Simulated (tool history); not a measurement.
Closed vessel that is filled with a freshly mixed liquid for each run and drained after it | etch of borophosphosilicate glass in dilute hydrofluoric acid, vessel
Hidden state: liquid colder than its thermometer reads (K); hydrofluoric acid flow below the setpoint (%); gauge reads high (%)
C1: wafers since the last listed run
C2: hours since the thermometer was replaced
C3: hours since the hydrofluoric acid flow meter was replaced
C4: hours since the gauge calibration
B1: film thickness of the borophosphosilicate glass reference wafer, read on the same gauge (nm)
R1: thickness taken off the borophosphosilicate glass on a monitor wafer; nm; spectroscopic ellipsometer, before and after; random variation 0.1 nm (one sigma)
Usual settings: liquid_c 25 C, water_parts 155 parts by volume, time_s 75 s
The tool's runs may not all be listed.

Run 1, hour 0: usual settings but time_s 50 s; C1 0; C2 1670.7; C3 1384.9; C4 508.1; B1 60.52. Result: R1 16.08 nm.
Run 2, hour 13.1: usual settings but time_s 50 s; C1 956; C2 1683.8; C3 1398; C4 521.2; B1 60.52. Result: R1 16.06 nm.
Run 3, hour 38.6: usual settings but time_s 50 s; C1 1861; C2 1709.3; C3 1423.5; C4 546.7; B1 60.58. Result: R1 15.9 nm.
Run 4, hour 58.2: usual settings but water_parts 185 parts by volume; C1 1430; C2 1728.9; C3 1443.1; C4 566.3; B1 60.63. Result: R1 19.59 nm.
Run 5, hour 119.3: usual settings but water_parts 185 parts by volume; C1 4460; C2 1790; C3 1504.2; C4 627.4; B1 60.65. Result: R1 19.67 nm.
Run 6, hour 141: usual settings but water_parts 185 parts by volume; C1 1584; C2 1811.7; C3 1525.9; C4 649.1; B1 60.71. Result: R1 19.47 nm.
Run 7, hour 169.3: usual settings; C1 2066; C2 1840; C3 1554.2; C4 677.4; B1 60.77. Result: R1 24.23 nm.
Run 8, hour 203.7: usual settings; C1 2511; C2 1874.4; C3 1588.6; C4 711.8; B1 60.76. Result: R1 24.01 nm.
Run 9, hour 216.8: usual settings; C1 956; C2 1887.5; C3 1601.7; C4 724.9; B1 60.77. Result: R1 24.3 nm.
Run 10, hour 242.3: usual settings but time_s 65 s; C1 1861; C2 1913; C3 1627.2; C4 750.4; B1 60.83. Result: R1 21.02 nm.
Run 11, hour 267.8: usual settings but time_s 65 s; C1 1861; C2 1938.5; C3 1652.7; C4 775.9; B1 60.81. Result: R1 20.83 nm.
Run 12, hour 289.9: usual settings but liquid_c 23 C, water_parts 175 parts by volume; C1 1613; C2 1960.6; C3 1674.8; C4 798; B1 60.87. Result: R1 19.38 nm.
Run 13, hour 311.3: usual settings but liquid_c 28 C, water_parts 100 parts by volume, time_s 100 s; C1 1562; C2 1982; C3 1696.2; C4 819.4; B1 60.89. Result: R1 60.16 nm.
Run 14, hour 341.4: usual settings but water_parts 225 parts by volume; C1 2197; C2 2012.1; C3 1726.3; C4 849.5; B1 60.88. Result: R1 15.34 nm.
Run 15, hour 361.9: usual settings but water_parts 125 parts by volume; C1 1496; C2 2032.6; C3 1746.8; C4 870; B1 60.96. Result: R1 31.41 nm.
Run 16, hour 391.5: usual settings; C1 2161; C2 2062.2; C3 1776.4; C4 899.6; B1 60.96. Result: R1 24.34 nm.
Run 17, hour 425.7: usual settings but liquid_c 21.5 C, water_parts 85 parts by volume, time_s 45 s; C1 2496; C2 2096.4; C3 1810.6; C4 933.8; B1 60.99. Result: R1 24.86 nm.
At hour 435.2: gauge calibrated.
Run 18, hour 443: usual settings but water_parts 80 parts by volume, time_s 35 s; C1 1263; C2 2113.7; C3 1827.9; C4 7.8; B1 60.02. Result: R1 23.5 nm.
Run 19, hour 468: usual settings but water_parts 90 parts by volume, time_s 120 s; C1 1825; C2 2138.7; C3 1852.9; C4 32.8; B1 60.04. Result: R1 71.07 nm.
Run 20, hour 488.1: usual settings; C1 1467; C2 2158.8; C3 1873; C4 52.9; B1 60.05. Result: R1 23.89 nm.
Run 21, hour 521.7: usual settings; C1 2453; C2 2192.4; C3 1906.6; C4 86.5; B1 60.12. Result: R1 23.84 nm.
Run 22, hour 536.3: usual settings but liquid_c 21 C, water_parts 90 parts by volume, time_s 95 s; C1 1065; C2 2207; C3 1921.2; C4 101.1; B1 60.12. Result: R1 47.87 nm.
Run 23, hour 557.2: usual settings but liquid_c 28.5 C, time_s 55 s; C1 1525; C2 2227.9; C3 1942.1; C4 122; B1 60.14. Result: R1 19.89 nm.
Run 24, hour 575.5: usual settings; C1 1336; C2 2246.2; C3 1960.4; C4 140.3; B1 60.17. Result: R1 23.94 nm.
At hour 593.9: hydrofluoric acid flow meter replaced.
Run 25, hour 599.5: usual settings but liquid_c 23 C, water_parts 110 parts by volume, time_s 100 s; C1 1679; C2 2270.2; C3 5.6; C4 164.3; B1 60.19. Result: R1 43.53 nm.
Run 26, hour 635.3: usual settings; C1 2613; C2 2306; C3 41.4; C4 200.1; B1 60.22. Result: R1 23.95 nm.

Forecast run 27:
At hour 641.1: thermometer replaced.
Run 27, hour 735.1: usual settings but liquid_c 21.5 C, water_parts 225 parts by volume, time_s 55 s; C1 7213; C2 94; C3 141.2; C4 299.9; B1 ?. Result: R1 ?.

Run 27 gave B1 60.36, R1 9.76 nm.
Without the tool's hidden state the same run would have given R1 9.7 nm.
